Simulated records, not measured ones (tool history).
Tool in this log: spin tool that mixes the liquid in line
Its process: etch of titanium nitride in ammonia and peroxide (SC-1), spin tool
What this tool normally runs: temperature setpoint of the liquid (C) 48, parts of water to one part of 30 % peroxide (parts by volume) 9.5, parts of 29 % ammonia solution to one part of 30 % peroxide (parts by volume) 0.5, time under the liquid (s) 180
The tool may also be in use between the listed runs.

run,hour,temperature setpoint of the liquid (C),parts of water to one part of 30 % peroxide (parts by volume),parts of 29 % ammonia solution to one part of 30 % peroxide (parts by volume),time under the liquid (s),"read-back film thickness of the titanium nitride reference wafer, read on the same gauge (nm)",thickness taken off the titanium nitride on a monitor wafer (Å)
1,0,48,7.5,0.5,180,50.03,156.1
2,33.7,48,12.5,0.35,180,50.01,110.5
3,66.3,45.5,5.5,0.75,140,50.03,125.7
4,155.8,48,9.5,0.5,180,50.03,138.3
5,216.1,48,14,0.5,250,50.01,154.4
6,254.4,51,9.5,0.5,180,49.99,168.5
7,303.6,52.5,14,0.5,110,50.01,93.1
8,361.9,48,9.5,0.5,280,49.97,212.9
9,389.6,56.5,11.5,0.5,90,50.03,113.4
10,448.7,52.5,9.5,0.25,180,50.01,167.8
11,652.2,48,6.5,0.5,180,49.98,166.2
12,685.3,38.5,9.5,0.5,75,50,29.2
13,725.1,48,12.5,0.4,270,50.03,172.3
14,926.7,57.5,13.5,0.3,180,50.02,200.7
15,997.4,42.5,9.5,0.5,180,50.05,93
16,1035,48,8,0.5,260,50.01,221.2
17,1096.7,48,9.5,0.4,180,50,134.1
18,1151.4,41.5,12,0.35,180,49.97,71.9
19,1200.4,48,8,0.5,180,50,149.8
20,1263,48,8,0.5,180,49.99,150.8
21,1333.7,48,9.5,0.3,180,50.04,125.9
22,1379.3,48,9.5,0.5,180,49.97,137.4
23,1589,48,9.5,0.5,180,49.98,136.1
24,1651.6,48,9.5,0.5,180,50,137.2

The log once held 7 entries between its listed runs, left out of this copy. Where does each go, and what is different about the tool's unlogged condition between the listed run before it and the listed run after it?
From run 3 to run 4: new drum of ammonia solution connected (hour 153.9)
  ammonia flow below the setpoint (%): 9.81 -> 10.5
  measured value less the no-hidden-state value, thickness taken off the titanium nitride on a monitor wafer (Å): -1.9 -> -2.7
From run 6 to run 7: thermometer replaced (hour 292.5); heated supply line repaired (hour 299.5)
  ammonia flow below the setpoint (%): 11.3 -> 11.7
  measured value less the no-hidden-state value, thickness taken off the titanium nitride on a monitor wafer (Å): -3.5 -> -2.1
From run 8 to run 9: ammonia flow meter replaced (hour 363.8)
  ammonia flow below the setpoint (%): 12.1 -> 1.14
  measured value less the no-hidden-state value, thickness taken off the titanium nitride on a monitor wafer (Å): -4.9 -> -0.3
From run 12 to run 13: new drum of ammonia solution connected (hour 713.8)
  ammonia flow below the setpoint (%): 3.46 -> 3.78
  measured value less the no-hidden-state value, thickness taken off the titanium nitride on a monitor wafer (Å): -0.2 -> -1.2
From run 15 to run 16: thermometer replaced (hour 1000.5)
  ammonia flow below the setpoint (%): 5.91 -> 6.21
  measured value less the no-hidden-state value, thickness taken off the titanium nitride on a monitor wafer (Å): -1 -> -2.4
From run 20 to run 21: new drum of ammonia solution connected (hour 1288.7)
  ammonia flow below the setpoint (%): 8 -> 8.56
  measured value less the no-hidden-state value, thickness taken off the titanium nitride on a monitor wafer (Å): -2.1 -> -2.1
